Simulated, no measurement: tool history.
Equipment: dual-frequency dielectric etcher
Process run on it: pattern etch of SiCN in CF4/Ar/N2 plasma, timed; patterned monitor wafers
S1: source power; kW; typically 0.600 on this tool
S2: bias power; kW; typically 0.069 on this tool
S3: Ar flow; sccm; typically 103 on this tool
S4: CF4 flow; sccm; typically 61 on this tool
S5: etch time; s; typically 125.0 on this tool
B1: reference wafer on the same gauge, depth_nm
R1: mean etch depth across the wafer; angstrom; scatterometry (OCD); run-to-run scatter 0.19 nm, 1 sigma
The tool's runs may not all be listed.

{"run": 1, "hour": 0.0, "S1": 0.55, "S2": 0.069, "S3": 111, "S4": 61, "S5": 125.0, "B1": 145.0, "R1": 1216}
{"run": 2, "hour": 13.5, "S1": 0.55, "S2": 0.069, "S3": 111, "S4": 61, "S5": 125.0, "B1": 145.0, "R1": 1216}
{"run": 3, "hour": 40.6, "S1": 0.55, "S2": 0.069, "S3": 111, "S4": 61, "S5": 125.0, "B1": 145.0, "R1": 1219}
{"run": 4, "hour": 56.0, "S1": 0.6, "S2": 0.069, "S3": 103, "S4": 61, "S5": 117.0, "B1": 144.9, "R1": 1243}
{"run": 5, "hour": 69.7, "S1": 0.6, "S2": 0.069, "S3": 103, "S4": 61, "S5": 117.0, "B1": 144.9, "R1": 1239}
{"run": 6, "hour": 86.4, "S1": 0.6, "S2": 0.069, "S3": 103, "S4": 61, "S5": 125.0, "B1": 145.1, "R1": 1328}
{"hour": 106.9, "done": "bias power generator calibrated"}
{"hour": 122.9, "done": "upper electrode replaced"}
{"run": 7, "hour": 123.4, "S1": 0.6, "S2": 0.069, "S3": 103, "S4": 61, "S5": 125.0, "B1": 145.0, "R1": 1328}
{"run": 8, "hour": 124.1, "S1": 0.6, "S2": 0.082, "S3": 110, "S4": 61, "S5": 125.0, "B1": 145.0, "R1": 1424}
{"hour": 131.1, "done": "source power generator calibrated"}
{"hour": 133.3, "done": "CF4 flow controller replaced"}
{"hour": 147.7, "done": "Ar flow controller replaced"}
{"hour": 155.0, "done": "gauge calibrated"}
{"hour": 155.3, "done": "wet clean of the chamber"}
{"run": 9, "hour": 155.8, "S1": 0.73, "S2": 0.069, "S3": 103, "S4": 61, "S5": 149.5, "B1": 145.0, "R1": 1800}
{"run": 10, "hour": 156.1, "S1": 0.6, "S2": 0.069, "S3": 103, "S4": 61, "S5": 125.0, "B1": 145.1, "R1": 1285}
{"run": 11, "hour": 165.4, "S1": 0.6, "S2": 0.084, "S3": 103, "S4": 61, "S5": 159.0, "B1": 145.0, "R1": 1784}
{"run": 12, "hour": 174.8, "S1": 0.6, "S2": 0.069, "S3": 103, "S4": 61, "S5": 125.0, "B1": 145.0, "R1": 1283}
{"run": 13, "hour": 183.4, "S1": 0.7, "S2": 0.069, "S3": 103, "S4": 61, "S5": 112.5, "B1": 145.0, "R1": 1312}
{"run": 14, "hour": 193.9, "S1": 0.52, "S2": 0.063, "S3": 87, "S4": 61, "S5": 138.5, "B1": 145.1, "R1": 1248}
{"run": 15, "hour": 206.7, "S1": 0.67, "S2": 0.086, "S3": 96, "S4": 61, "S5": 125.0, "B1": 145.0, "R1": 1574}
{"run": 16, "hour": 212.9, "S1": 0.6, "S2": 0.069, "S3": 103, "S4": 61, "S5": 125.0, "B1": 145.0, "R1": 1287}
{"run": 17, "hour": 226.9, "S1": 0.53, "S2": 0.069, "S3": 103, "S4": 73, "S5": 125.0, "B1": 145.0, "R1": 1183}

Consider 5 possible next runs. They are alternatives, not a sequence: every one starts from the tool as it was left by run 17. What does each give?
{"run": "A", "hour": 227.4, "S1": 0.6, "S2": 0.069, "S3": 103, "S4": 61, "S5": 125.0, "B1": "?", "R1": "?"}
{"run": "B", "hour": 227.4, "S1": 0.6, "S2": 0.069, "S3": 103, "S4": 61, "S5": 89.5, "B1": "?", "R1": "?"}
{"run": "C", "hour": 227.4, "S1": 0.54, "S2": 0.069, "S3": 103, "S4": 61, "S5": 125.0, "B1": "?", "R1": "?"}
{"run": "D", "hour": 227.4, "S1": 0.74, "S2": 0.069, "S3": 95, "S4": 49, "S5": 142.5, "B1": "?", "R1": "?"}
{"run": "E", "hour": 227.4, "S1": 0.68, "S2": 0.069, "S3": 103, "S4": 61, "S5": 125.0, "B1": "?", "R1": "?"}

run=A B1=145.0 R1=1284
run=B B1=145.0 R1=919
run=C B1=145.0 R1=1178
run=D B1=145.0 R1=1726
run=E B1=145.0 R1=1423
Stripped of hidden state, with their random variation kept, the same runs would have yielded:
run=A R1=1278
run=B R1=915
run=C R1=1173
run=D R1=1719
run=E R1=1417
